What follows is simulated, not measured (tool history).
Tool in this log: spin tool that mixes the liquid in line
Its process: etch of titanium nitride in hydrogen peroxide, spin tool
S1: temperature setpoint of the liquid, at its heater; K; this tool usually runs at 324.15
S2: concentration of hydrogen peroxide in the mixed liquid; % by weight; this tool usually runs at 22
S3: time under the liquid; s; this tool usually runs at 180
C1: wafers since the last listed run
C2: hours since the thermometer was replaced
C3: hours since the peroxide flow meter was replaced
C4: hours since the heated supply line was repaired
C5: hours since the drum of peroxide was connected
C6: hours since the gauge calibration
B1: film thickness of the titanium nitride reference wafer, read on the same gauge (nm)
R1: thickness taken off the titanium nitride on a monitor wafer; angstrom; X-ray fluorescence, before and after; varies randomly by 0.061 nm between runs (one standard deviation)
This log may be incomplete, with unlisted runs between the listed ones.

run	hour	S1	S2	S3	C1	C2	C3	C4	C5	C6	B1	R1
1	0	324.15	22	100	0	1749.1	782.4	503.2	20.3	921.1	129.99	65.7
# hour 43: peroxide flow meter replaced
2	54.7	318.65	28	100	514	1803.8	11.7	557.9	75	975.8	129.98	46.3
3	99.7	324.15	22	235	430	1848.8	56.7	602.9	120	1020.8	129.99	153.9
4	147.1	326.65	17.5	120	453	1896.2	104.1	650.3	167.4	1068.2	129.99	89.5
5	201.1	315.15	24.5	180	517	1950.2	158.1	704.3	221.4	1122.2	130.01	61.6
6	242.2	327.15	17.5	110	393	1991.3	199.2	745.4	262.5	1163.3	129.99	84.1
7	277.9	324.15	25.5	180	341	2027	234.9	781.1	298.2	1199	130.02	121.4
8	313	324.15	22	275	336	2062.1	270	816.2	333.3	1234.1	130	177.9
9	359.3	324.15	22	90	443	2108.4	316.3	862.5	379.6	1280.4	130.01	58.5
# hour 411.7: new drum of peroxide connected
10	420.4	324.15	22	180	575	2169.5	377.4	923.6	8.7	1341.5	130.02	118.3
# hour 422.1: thermometer replaced
# hour 450.9: gauge calibrated
11	488.8	324.15	22	70	645	66.7	445.8	992	77.1	37.9	129.99	45.5
12	513.7	324.15	24	145	238	91.6	470.7	1016.9	102	62.8	130.01	96.4
13	539.3	329.15	22	250	245	117.2	496.3	1042.5	127.6	88.4	130.01	231
14	600.8	324.15	22	180	588	178.7	557.8	1104	189.1	149.9	129.99	117.5
15	648.3	318.15	26.5	95	454	226.2	605.3	1151.5	236.6	197.4	129.98	41.4
16	709.8	324.15	22	145	588	287.7	666.8	1213	298.1	258.9	130.01	94.7
17	739.5	316.65	25	235	284	317.4	696.5	1242.7	327.8	288.6	129.98	90.5
18	795.7	324.15	19.5	180	538	373.6	752.7	1298.9	384	344.8	130.01	112.6
19	827.4	324.15	18.5	145	303	405.3	784.4	1330.6	415.7	376.5	129.99	89.9
20	893	324.15	22	180	628	470.9	850	1396.2	481.3	442.1	130.01	116.9
21	957.7	324.15	25.5	280	619	535.6	914.7	1460.9	546	506.8	129.99	185.1
# hour 966.7: new drum of peroxide connected
22	1022	324.15	22	180	606	599.9	979	1525.2	55.3	571.1	130.03	117.8
23	1088	324.15	28	225	632	665.9	1045	1591.2	121.3	637.1	130.01	153.4
# hour 1093.5: peroxide flow meter replaced
24	1132.8	324.15	18.5	145	419	710.7	39.3	1636	166.1	681.9	130.02	90.7

For each run, what was the tool's unlogged condition?
liquid colder than its thermometer reads (K): 0 across all the runs
peroxide flow below the setpoint (%): 0 across all the runs
temperature lost on the way to the wafer (K): 0 across all the runs
gauge reads high (%): 0 across all the runs
H1: peroxide weaker than its label (%)
run	H1
1	0.696
2	1.56
3	2.27
4	3.01
5	3.86
6	4.51
7	5.07
8	5.62
9	6.35
10	1.44
11	2.52
12	2.91
13	3.32
14	4.28
15	5.03
16	6
17	6.47
18	7.35
19	7.85
20	8.89
21	9.9
22	1.06
23	2.1
24	2.81

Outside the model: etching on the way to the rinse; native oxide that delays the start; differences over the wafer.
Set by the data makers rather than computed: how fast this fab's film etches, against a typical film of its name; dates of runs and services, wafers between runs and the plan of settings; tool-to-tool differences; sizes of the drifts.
